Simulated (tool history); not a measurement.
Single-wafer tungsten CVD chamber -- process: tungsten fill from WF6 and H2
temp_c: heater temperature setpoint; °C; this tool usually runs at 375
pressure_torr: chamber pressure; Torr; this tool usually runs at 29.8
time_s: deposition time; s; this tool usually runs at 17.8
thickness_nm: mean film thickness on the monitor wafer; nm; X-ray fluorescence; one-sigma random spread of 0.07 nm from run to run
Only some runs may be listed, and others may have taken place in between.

| run | day | temp_c | pressure_torr | time_s | read-back reference wafer on the same gauge, thickness_nm | thickness_nm |
|---|---|---|---|---|---|---|
| 1 | 0 | 375 | 29.8 | 19.4 | 28.192 | 31.4 |
| 2 | 0.333 | 375 | 29.8 | 19.4 | 28.192 | 31.36 |
| 3 | 0.696 | 375 | 29.8 | 15.9 | 28.201 | 25.629 |
| 4 | 1.017 | 375 | 29.8 | 17.8 | 28.203 | 28.814 |
| 5 | 2.421 | 375 | 29.8 | 17.8 | 28.214 | 28.496 |
| 6 | 2.688 | 375 | 33.1 | 17.8 | 28.197 | 29.549 |
|  | 3.425 | capacitance manometer re-zeroed and calibrated |
| 7 | 3.446 | 375 | 33.1 | 17.8 | 28.186 | 29.45 |
|  | 3.796 | thermocouple changed; heater temperature recalibrated |
| 8 | 3.821 | 383 | 25.7 | 14.4 | 28.213 | 30.563 |
| 9 | 4.462 | 375 | 29.8 | 17.8 | 28.184 | 32.926 |
| 10 | 4.958 | 382 | 29.8 | 19.1 | 28.2 | 41.605 |
| 11 | 5.246 | 363 | 34.8 | 20.9 | 28.201 | 30.666 |
| 12 | 5.692 | 386 | 24.2 | 14.8 | 28.193 | 32.97 |
|  | 6.404 | showerhead replaced |
| 13 | 6.425 | 389 | 25.9 | 17.8 | 28.199 | 43.21 |
|  | 6.533 | gauge calibrated |
| 14 | 7.867 | 375 | 29.8 | 19.4 | 28.202 | 36.023 |
| 15 | 8.171 | 385 | 29.8 | 17.8 | 28.192 | 41.37 |

Branching from run 15: 3 alternative next runs. What would each branch give?
| A | 8.188 | 388 | 29.8 | 17.8 | ? | ? |
| B | 8.188 | 387 | 29.8 | 17.8 | ? | ? |
| C | 8.188 | 370 | 22.6 | 21.3 | ? | ? |

| run | read-back reference wafer on the same gauge, thickness_nm | thickness_nm |
|---|---|---|
| A | 28.197 | 44.248 |
| B | 28.197 | 43.297 |
| C | 28.197 | 32.044 |
The same runs, with their run-to-run variation unchanged, on a tool lacking any hidden condition would have given:
| run | thickness_nm |
|---|---|
| A | 43.006 |
| B | 42.057 |
| C | 31.049 |

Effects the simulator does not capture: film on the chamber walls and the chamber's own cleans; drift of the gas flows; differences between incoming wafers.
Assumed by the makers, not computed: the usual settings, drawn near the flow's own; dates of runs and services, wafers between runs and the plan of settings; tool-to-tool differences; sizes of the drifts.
